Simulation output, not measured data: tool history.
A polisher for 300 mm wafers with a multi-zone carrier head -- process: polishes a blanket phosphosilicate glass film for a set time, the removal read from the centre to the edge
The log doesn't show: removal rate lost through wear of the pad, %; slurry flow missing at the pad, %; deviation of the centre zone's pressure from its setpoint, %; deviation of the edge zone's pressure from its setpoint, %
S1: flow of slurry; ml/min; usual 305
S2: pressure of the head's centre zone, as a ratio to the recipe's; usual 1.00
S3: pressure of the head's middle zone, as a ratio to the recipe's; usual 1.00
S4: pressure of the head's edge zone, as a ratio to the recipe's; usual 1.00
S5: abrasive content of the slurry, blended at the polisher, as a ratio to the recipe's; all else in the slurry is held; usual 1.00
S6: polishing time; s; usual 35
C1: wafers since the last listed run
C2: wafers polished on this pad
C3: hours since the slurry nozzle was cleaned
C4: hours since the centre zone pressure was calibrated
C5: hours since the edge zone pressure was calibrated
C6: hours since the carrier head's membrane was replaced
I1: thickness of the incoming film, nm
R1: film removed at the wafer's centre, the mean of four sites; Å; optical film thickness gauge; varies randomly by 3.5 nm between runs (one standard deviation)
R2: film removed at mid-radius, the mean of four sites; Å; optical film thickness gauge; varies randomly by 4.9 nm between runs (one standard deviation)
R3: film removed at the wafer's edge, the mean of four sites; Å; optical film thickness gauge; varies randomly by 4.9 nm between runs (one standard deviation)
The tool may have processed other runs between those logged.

{"run": 1, "hour": 0.0, "S1": 305, "S2": 1.0, "S3": 1.0, "S4": 1.0, "S5": 1.0, "S6": 35, "C1": 0, "C2": 448, "C3": 672.8, "C4": 1581.9, "C5": 594.3, "C6": 700.9, "I1": 4700.9, "R1": 4333, "R2": 4079, "R3": 4157}
{"run": 2, "hour": 6.5, "S1": 305, "S2": 1.0, "S3": 1.0, "S4": 1.0, "S5": 1.0, "S6": 35, "C1": 78, "C2": 526, "C3": 679.3, "C4": 1588.4, "C5": 600.8, "C6": 707.4, "I1": 4699.1, "R1": 4300, "R2": 4006, "R3": 4157}
{"run": 3, "hour": 16.6, "S1": 305, "S2": 1.0, "S3": 1.0, "S4": 1.0, "S5": 1.0, "S6": 35, "C1": 121, "C2": 648, "C3": 689.4, "C4": 1598.5, "C5": 610.9, "C6": 717.5, "I1": 4792.3, "R1": 4319, "R2": 4031, "R3": 4169}
{"run": 4, "hour": 28.4, "S1": 305, "S2": 1.0, "S3": 1.0, "S4": 1.0, "S5": 1.0, "S6": 35, "C1": 142, "C2": 790, "C3": 701.2, "C4": 1610.3, "C5": 622.7, "C6": 729.3, "I1": 4839.7, "R1": 4342, "R2": 4058, "R3": 4059}
{"hour": 33.8, "done": "worn pad replaced by a new one"}
{"run": 5, "hour": 41.7, "S1": 305, "S2": 1.0, "S3": 1.0, "S4": 1.0, "S5": 1.0, "S6": 35, "C1": 111, "C2": 95, "C3": 714.5, "C4": 1623.6, "C5": 636.0, "C6": 742.6, "I1": 4816.7, "R1": 4318, "R2": 4080, "R3": 4048}
{"hour": 55.6, "done": "centre zone pressure recalibrated"}
{"hour": 59.0, "done": "slurry nozzle cleaned"}
{"run": 6, "hour": 89.8, "S1": 305, "S2": 1.0, "S3": 1.0, "S4": 1.0, "S5": 1.0, "S6": 35, "C1": 542, "C2": 637, "C3": 30.8, "C4": 34.2, "C5": 684.1, "C6": 790.7, "I1": 4694.6, "R1": 4711, "R2": 4152, "R3": 4086}
{"hour": 105.0, "done": "worn pad replaced by a new one"}
{"run": 7, "hour": 107.1, "S1": 305, "S2": 1.0, "S3": 1.0, "S4": 1.0, "S5": 1.0, "S6": 35, "C1": 160, "C2": 25, "C3": 48.1, "C4": 51.5, "C5": 701.4, "C6": 808.0, "I1": 4837.4, "R1": 4693, "R2": 3952, "R3": 4039}
{"run": 8, "hour": 123.3, "S1": 305, "S2": 1.1, "S3": 1.04, "S4": 1.0, "S5": 1.2, "S6": 23, "C1": 195, "C2": 220, "C3": 64.3, "C4": 67.7, "C5": 717.6, "C6": 824.2, "I1": 4820.5, "R1": 3596, "R2": 2919, "R3": 2872}
{"hour": 127.1, "done": "centre zone pressure recalibrated, repeated, since the last time left the tool worse"}
{"run": 9, "hour": 141.2, "S1": 305, "S2": 1.0, "S3": 1.0, "S4": 1.0, "S5": 1.0, "S6": 35, "C1": 191, "C2": 411, "C3": 82.2, "C4": 14.1, "C5": 735.5, "C6": 842.1, "I1": 4791.8, "R1": 4027, "R2": 4064, "R3": 4045}
{"run": 10, "hour": 154.4, "S1": 250, "S2": 1.1, "S3": 1.08, "S4": 1.0, "S5": 1.15, "S6": 35, "C1": 158, "C2": 570, "C3": 95.4, "C4": 27.3, "C5": 748.7, "C6": 855.3, "I1": 4753.4, "R1": 4590, "R2": 4391, "R3": 4196}
{"run": 11, "hour": 167.0, "S1": 305, "S2": 1.0, "S3": 1.0, "S4": 1.09, "S5": 1.0, "S6": 26, "C1": 151, "C2": 722, "C3": 108.0, "C4": 39.9, "C5": 761.3, "C6": 867.9, "I1": 4766.7, "R1": 3026, "R2": 3006, "R3": 3140}
{"run": 12, "hour": 183.7, "S1": 305, "S2": 1.0, "S3": 1.0, "S4": 1.0, "S5": 1.0, "S6": 35, "C1": 201, "C2": 923, "C3": 124.7, "C4": 56.6, "C5": 778.0, "C6": 884.6, "I1": 4797.0, "R1": 4068, "R2": 3992, "R3": 4162}
{"hour": 197.0, "done": "worn pad replaced by a new one"}
{"hour": 207.7, "done": "carrier head's membrane replaced by a new one"}
{"hour": 225.0, "done": "edge zone pressure recalibrated"}
{"run": 13, "hour": 226.0, "S1": 305, "S2": 0.93, "S3": 1.0, "S4": 1.0, "S5": 1.0, "S6": 43, "C1": 376, "C2": 264, "C3": 167.0, "C4": 98.9, "C5": 1.0, "C6": 18.3, "I1": 4747.8, "R1": 4590, "R2": 4905, "R3": 4976}
{"run": 14, "hour": 233.3, "S1": 395, "S2": 1.09, "S3": 1.0, "S4": 1.0, "S5": 1.0, "S6": 26, "C1": 87, "C2": 352, "C3": 174.3, "C4": 106.2, "C5": 8.3, "C6": 25.6, "I1": 4884.2, "R1": 3321, "R2": 3076, "R3": 3151}
{"run": 15, "hour": 245.8, "S1": 305, "S2": 1.0, "S3": 1.0, "S4": 1.0, "S5": 1.0, "S6": 35, "C1": 150, "C2": 502, "C3": 186.8, "C4": 118.7, "C5": 20.8, "C6": 38.1, "I1": 4870.7, "R1": 4021, "R2": 4019, "R3": 4129}
{"run": 16, "hour": 254.1, "S1": 305, "S2": 1.0, "S3": 1.0, "S4": 1.0, "S5": 1.0, "S6": 35, "C1": 99, "C2": 602, "C3": 195.1, "C4": 127.0, "C5": 29.1, "C6": 46.4, "I1": 4767.9, "R1": 4042, "R2": 4025, "R3": 4093}
{"run": 17, "hour": 263.6, "S1": 305, "S2": 1.07, "S3": 1.0, "S4": 1.0, "S5": 1.0, "S6": 35, "C1": 114, "C2": 716, "C3": 204.6, "C4": 136.5, "C5": 38.6, "C6": 55.9, "I1": 4863.9, "R1": 4258, "R2": 4043, "R3": 4109}
{"hour": 269.1, "done": "worn pad replaced by a new one"}
{"run": 18, "hour": 275.2, "S1": 305, "S2": 1.0, "S3": 1.0, "S4": 1.0, "S5": 1.0, "S6": 35, "C1": 91, "C2": 73, "C3": 216.2, "C4": 148.1, "C5": 50.2, "C6": 67.5, "I1": 4826.8, "R1": 4042, "R2": 4076, "R3": 4129}
{"run": 19, "hour": 288.3, "S1": 305, "S2": 1.0, "S3": 1.0, "S4": 1.11, "S5": 1.0, "S6": 28, "C1": 157, "C2": 231, "C3": 229.3, "C4": 161.2, "C5": 63.3, "C6": 80.6, "I1": 4817.1, "R1": 3254, "R2": 3255, "R3": 3365}
{"run": 20, "hour": 302.5, "S1": 305, "S2": 1.0, "S3": 1.0, "S4": 1.0, "S5": 1.0, "S6": 35, "C1": 170, "C2": 402, "C3": 243.5, "C4": 175.4, "C5": 77.5, "C6": 94.8, "I1": 4765.5, "R1": 4103, "R2": 4051, "R3": 4068}
{"run": 21, "hour": 316.9, "S1": 305, "S2": 0.97, "S3": 1.0, "S4": 0.93, "S5": 1.0, "S6": 35, "C1": 173, "C2": 575, "C3": 257.9, "C4": 189.8, "C5": 91.9, "C6": 109.2, "I1": 4832.8, "R1": 3886, "R2": 4078, "R3": 4034}
{"run": 22, "hour": 324.2, "S1": 305, "S2": 1.0, "S3": 1.1, "S4": 1.0, "S5": 1.0, "S6": 35, "C1": 87, "C2": 663, "C3": 265.2, "C4": 197.1, "C5": 99.2, "C6": 116.5, "I1": 4794.6, "R1": 4053, "R2": 4363, "R3": 4185}

Entry by entry between the runs, the difference in hidden state between the last listed run before and the first listed run after:
After run 4, before run 5: worn pad replaced by a new one (hour 33.8)
  deviation of the centre zone's pressure from its setpoint, %: 7.98 -> 8.13
  measured value less the no-hidden-state value, R1: +323 -> +327 Å
After run 5, before run 6: centre zone pressure recalibrated (hour 55.6); slurry nozzle cleaned (hour 59.0)
  deviation of the centre zone's pressure from its setpoint, %: 8.13 -> 15.6
  measured value less the no-hidden-state value, R1: +327 -> +639 Å
After run 6, before run 7: worn pad replaced by a new one (hour 105.0)
  no hidden state differs between the two runs
  measured value less the no-hidden-state value, R1: +639 -> +637 Å
After run 8, before run 9: centre zone pressure recalibrated, repeated, since the last time left the tool worse (hour 127.1)
  deviation of the centre zone's pressure from its setpoint, %: 15.6 -> -0.065
  measured value less the no-hidden-state value, R1: +485 -> -3 Å
After run 12, before run 13: worn pad replaced by a new one (hour 197.0); carrier head's membrane replaced by a new one (hour 207.7); edge zone pressure recalibrated (hour 225.0)
  deviation of the centre zone's pressure from its setpoint, %: -0.0547 -> -0.0321
  measured value less the no-hidden-state value, R1: -3 -> -2 Å
After run 17, before run 18: worn pad replaced by a new one (hour 269.1)
  deviation of the centre zone's pressure from its setpoint, %: -0.00174 -> 0.00958
  measured value less the no-hidden-state value, R1: +0 -> +1 Å
